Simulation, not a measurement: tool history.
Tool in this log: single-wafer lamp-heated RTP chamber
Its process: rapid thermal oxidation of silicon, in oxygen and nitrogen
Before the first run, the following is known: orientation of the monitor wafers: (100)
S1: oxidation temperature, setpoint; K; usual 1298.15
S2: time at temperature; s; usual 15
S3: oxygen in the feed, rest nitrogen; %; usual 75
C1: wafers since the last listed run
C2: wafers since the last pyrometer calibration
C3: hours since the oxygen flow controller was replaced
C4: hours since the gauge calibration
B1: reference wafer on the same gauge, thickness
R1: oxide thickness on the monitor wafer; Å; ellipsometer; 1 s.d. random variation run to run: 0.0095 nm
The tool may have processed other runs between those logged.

run 1 hour=0.0 | S1=1298.15 S2=15 S3=75 | C1=0 C2=1732 C3=5486.8 C4=1209.9 | B1=3.550 | R1=40.08
run 2 hour=62.4 | S1=1298.15 S2=15 S3=75 | C1=529 C2=2261 C3=5549.2 C4=1272.3 | B1=3.552 | R1=40.11
run 3 hour=161.8 | S1=1298.15 S2=15 S3=75 | C1=843 C2=3104 C3=5648.6 C4=1371.7 | B1=3.551 | R1=40.21
-- hour=201.5 gauge calibrated
-- hour=216.7 pyrometer window cleaned and pyrometer calibrated
run 4 hour=245.9 | S1=1298.15 S2=19 S3=64 | C1=645 C2=247 C3=5732.7 C4=44.4 | B1=3.550 | R1=41.17
run 5 hour=308.7 | S1=1298.15 S2=19 S3=64 | C1=532 C2=780 C3=5795.5 C4=107.2 | B1=3.552 | R1=41.28
run 6 hour=382.2 | S1=1298.15 S2=15 S3=75 | C1=623 C2=1403 C3=5869.0 C4=180.7 | B1=3.551 | R1=40.11
run 7 hour=430.7 | S1=1298.15 S2=15 S3=60 | C1=411 C2=1815 C3=5917.5 C4=229.2 | B1=3.547 | R1=37.43
run 8 hour=534.1 | S1=1298.15 S2=15 S3=60 | C1=877 C2=2692 C3=6020.9 C4=332.6 | B1=3.551 | R1=37.42
run 9 hour=601.3 | S1=1298.15 S2=15 S3=60 | C1=570 C2=3262 C3=6088.1 C4=399.8 | B1=3.551 | R1=37.50
-- hour=652.6 pyrometer window cleaned and pyrometer calibrated
run 10 hour=859.4 | S1=1298.15 S2=15 S3=75 | C1=2121 C2=1754 C3=6346.2 C4=657.9 | B1=3.551 | R1=39.97
run 11 hour=952.9 | S1=1298.15 S2=15 S3=75 | C1=793 C2=2547 C3=6439.7 C4=751.4 | B1=3.551 | R1=40.09
run 12 hour=1001.3 | S1=1298.15 S2=15 S3=75 | C1=410 C2=2958 C3=6488.1 C4=799.8 | B1=3.548 | R1=40.05
run 13 hour=1067.8 | S1=1298.15 S2=15 S3=75 | C1=564 C2=3522 C3=6554.6 C4=866.3 | B1=3.549 | R1=40.13
-- hour=1125.1 pyrometer window cleaned and pyrometer calibrated
run 14 hour=1160.2 | S1=1298.15 S2=15 S3=75 | C1=715 C2=297 C3=6647.0 C4=958.7 | B1=3.550 | R1=39.56
run 15 hour=1196.7 | S1=1298.15 S2=15 S3=75 | C1=309 C2=607 C3=6683.5 C4=995.2 | B1=3.550 | R1=39.62
run 16 hour=1248.4 | S1=1298.15 S2=15 S3=75 | C1=438 C2=1046 C3=6735.2 C4=1046.9 | B1=3.551 | R1=39.94
run 17 hour=1290.5 | S1=1316.15 S2=10 S3=98 | C1=357 C2=1403 C3=6777.3 C4=1089.0 | B1=3.551 | R1=42.12
-- hour=1319.1 oxygen flow controller replaced
run 18 hour=1341.5 | S1=1298.15 S2=15 S3=75 | C1=364 C2=1768 C3=22.4 C4=1140.0 | B1=3.551 | R1=39.89
run 19 hour=1377.5 | S1=1298.15 S2=15 S3=98 | C1=305 C2=2073 C3=58.4 C4=1176.0 | B1=3.552 | R1=43.56
run 20 hour=1463.3 | S1=1325.15 S2=8 S3=55 | C1=727 C2=2801 C3=144.2 C4=1261.8 | B1=3.550 | R1=34.80
-- hour=1506.7 pyrometer window cleaned and pyrometer calibrated
run 21 hour=1552.8 | S1=1323.15 S2=12 S3=55 | C1=691 C2=391 C3=233.7 C4=1351.3 | B1=3.549 | R1=38.85
run 22 hour=1645.0 | S1=1282.15 S2=10 S3=65 | C1=782 C2=1173 C3=325.9 C4=1443.5 | B1=3.548 | R1=30.78
run 23 hour=1681.6 | S1=1298.15 S2=15 S3=75 | C1=310 C2=1483 C3=362.5 C4=1480.1 | B1=3.549 | R1=40.08
-- hour=1693.3 gauge calibrated
run 24 hour=1748.1 | S1=1321.15 S2=11 S3=98 | C1=564 C2=2047 C3=429.0 C4=54.8 | B1=3.550 | R1=45.22
run 25 hour=1806.7 | S1=1283.15 S2=20 S3=75 | C1=497 C2=2544 C3=487.6 C4=113.4 | B1=3.549 | R1=40.67
run 26 hour=1871.1 | S1=1287.15 S2=21 S3=75 | C1=546 C2=3091 C3=552.0 C4=177.8 | B1=3.551 | R1=42.67
-- hour=1905.3 pyrometer window cleaned and pyrometer calibrated
run 27 hour=1911.1 | S1=1298.15 S2=15 S3=75 | C1=271 C2=49 C3=592.0 C4=217.8 | B1=3.548 | R1=39.37
run 28 hour=1968.1 | S1=1298.15 S2=15 S3=75 | C1=483 C2=532 C3=649.0 C4=274.8 | B1=3.552 | R1=39.39
run 29 hour=2046.2 | S1=1298.15 S2=22 S3=47 | C1=662 C2=1195 C3=727.1 C4=352.9 | B1=3.548 | R1=40.02
run 30 hour=2094.7 | S1=1298.15 S2=12 S3=75 | C1=411 C2=1606 C3=775.6 C4=401.4 | B1=3.550 | R1=37.05
run 31 hour=2176.3 | S1=1308.15 S2=15 S3=75 | C1=692 C2=2298 C3=857.2 C4=483.0 | B1=3.550 | R1=42.86
run 32 hour=2228.6 | S1=1268.15 S2=20 S3=98 | C1=443 C2=2742 C3=909.5 C4=535.3 | B1=3.550 | R1=39.88

Alternative continuations, all from the tool just after run 32; predict every row:
run A hour=2229.1 | S1=1298.15 S2=15 S3=90 | C1=4 C2=2746 C3=910.0 C4=535.8 | B1=? | R1=?
run B hour=2229.1 | S1=1298.15 S2=21 S3=57 | C1=4 C2=2746 C3=910.0 C4=535.8 | B1=? | R1=?
run C hour=2229.1 | S1=1322.15 S2=11 S3=58 | C1=4 C2=2746 C3=910.0 C4=535.8 | B1=? | R1=?
run D hour=2229.1 | S1=1287.15 S2=22 S3=75 | C1=4 C2=2746 C3=910.0 C4=535.8 | B1=? | R1=?

run=A B1=3.550 R1=42.29
run=B B1=3.550 R1=41.56
run=C B1=3.550 R1=38.31
run=D B1=3.550 R1=42.97
What these runs would have given with no unlogged condition in the tool:
run=A R1=41.42
run=B R1=40.72
run=C R1=37.58
run=D R1=42.07
